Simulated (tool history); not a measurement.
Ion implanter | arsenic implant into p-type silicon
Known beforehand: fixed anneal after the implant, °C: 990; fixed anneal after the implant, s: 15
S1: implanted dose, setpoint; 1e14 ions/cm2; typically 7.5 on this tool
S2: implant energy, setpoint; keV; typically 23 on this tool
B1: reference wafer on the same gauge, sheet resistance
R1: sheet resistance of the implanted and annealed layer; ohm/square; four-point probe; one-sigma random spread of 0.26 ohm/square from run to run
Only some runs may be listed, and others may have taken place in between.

run	day	S1	S2	B1	R1
1	0	9.13	18	140.09	164.77
2	0.275	7.5	23	139.95	170.72
3	0.692	7.5	23	140	171.21
4	1.338	7.5	26.5	139.87	164.62
5	1.971	7.5	26.5	139.91	165.1
6	2.654	7.5	26.5	140.1	164.36
7	2.954	7.5	23	140	170.74
8	4.171	9.09	23	140.03	153.15
9	5.1	9.09	23	140.01	153.17
10	5.596	7.5	23	140.01	170.34
11	5.992	7.5	23	140.06	170.81
12	6.458	7.5	23	139.98	170.76
13	6.733	8.25	23	139.93	161.2
14	7.221	8.25	23	139.98	161.54
15	9.05	7.5	23	139.91	170.78
# day 9.771: Faraday cup replaced and dose calibrated
16	9.792	7.5	23	140	174.96
17	10.167	6.45	23	139.99	192.69
18	10.554	6.45	23	139.97	192.41
19	11.104	7.5	23	140.01	174.45
# day 11.446: gauge calibrated
20	11.488	9.75	16.5	139.98	167.09
# day 11.992: extraction supply calibrated
21	12.008	7.5	23	140.13	174.54
22	12.438	5.87	17.5	140	213.98
23	12.742	9.36	16	140.01	171.46
24	13.383	5.9	20.5	140.07	207.88
25	13.683	7.5	23	140.08	174.59
26	14.354	6.02	28.5	140	193.31
27	14.704	9.5	17	140.03	167.13
28	15.217	7.5	23	140.02	174.33
29	15.917	7.5	23	140.03	173.84
30	16.342	7.5	23	139.98	173.6
31	16.867	7.5	27	140.09	167.27
32	17.592	7.5	23	139.98	173.24
33	18.304	5.83	23	140	203.66

Expected results for the next run?
34	19	7.5	30	?	?

B1: 140
R1: 162.66 ohm/square
The same run, on a tool lacking any hidden state, would have yielded R1 163.7 ohm/square.
